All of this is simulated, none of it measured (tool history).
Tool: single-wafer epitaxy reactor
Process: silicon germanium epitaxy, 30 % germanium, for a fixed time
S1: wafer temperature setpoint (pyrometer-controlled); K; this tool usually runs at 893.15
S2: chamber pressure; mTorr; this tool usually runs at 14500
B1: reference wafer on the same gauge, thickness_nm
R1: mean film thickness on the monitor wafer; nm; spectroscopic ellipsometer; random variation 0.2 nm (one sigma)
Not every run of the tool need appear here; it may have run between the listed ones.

run    hour      S1     S2      B1       R1
  1       0  893.15  14500  78.933   74.919
  2    35.5  893.15  14500  78.928   75.135
  3    95.5  893.15  14500   79.02   74.698
  4   148.1  893.15  14500  79.104   75.153
  5   214.9  893.15  16400  79.235   77.826
  6   252.1  893.15  16400  79.276   77.788
  7   296.7  893.15  14500  79.374   74.958
  8   337.2  893.15  14500  79.367    75.28
  9   373.5  893.15  14500  79.452   75.223
 10   444.1  884.15  14500  79.586   63.073
 11   499.2  884.15  14500  79.604    62.68
 12   557.9  893.15  12400  79.531    71.89
 13   603.6  893.15  14500  79.691   75.203
 14   652.6  893.15  14500  79.609    75.36
 15   703.8  879.15  17700  79.733   60.348
      712.6  -- showerhead replaced
 16   733.6  893.15  12400  79.665   72.634
      762.3  -- pyrometer calibrated
 17     763  893.15  14500  79.699   75.306
      782.9  -- capacitance manometer re-zeroed and calibrated
 18   794.5  893.15  14500  79.657   75.366
 19   883.5  893.15  15900  79.694   77.527
 20   946.7  893.15  14500  79.786   75.475
      988.1  -- gauge calibrated
 21   989.5  907.15  16800  77.448  100.786
 22  1023.2  884.15  16000  77.618   63.404
 23  1088.2  907.15  12500  77.945   92.839
 24  1127.2  907.15  11200  78.086   90.573
 25  1175.3  880.15  12100  78.304   54.124
 26  1230.1  900.15  12800  78.498   82.358
 27  1294.9  899.15  13600   78.62    82.56
 28  1343.9  893.15  14500  78.771   74.707
 29  1373.4  888.15  17400  78.891   71.214

What if the next run were any one of these 4? Each begins from the tool's condition after run 29:
  A  1373.8  883.15  14500   ?   ?
  B  1373.8  903.15  11400   ?   ?
  C  1373.8  884.15  15700   ?   ?
  D  1373.8  898.15  14500   ?   ?

run      B1      R1
  A  78.836  61.107
  B  78.836  85.003
  C  78.836   63.85
  D  78.836  82.525
Without the tool's hidden state the same runs would have given:
run      R1
  A  59.887
  B  83.306
  C  62.575
  D  80.877
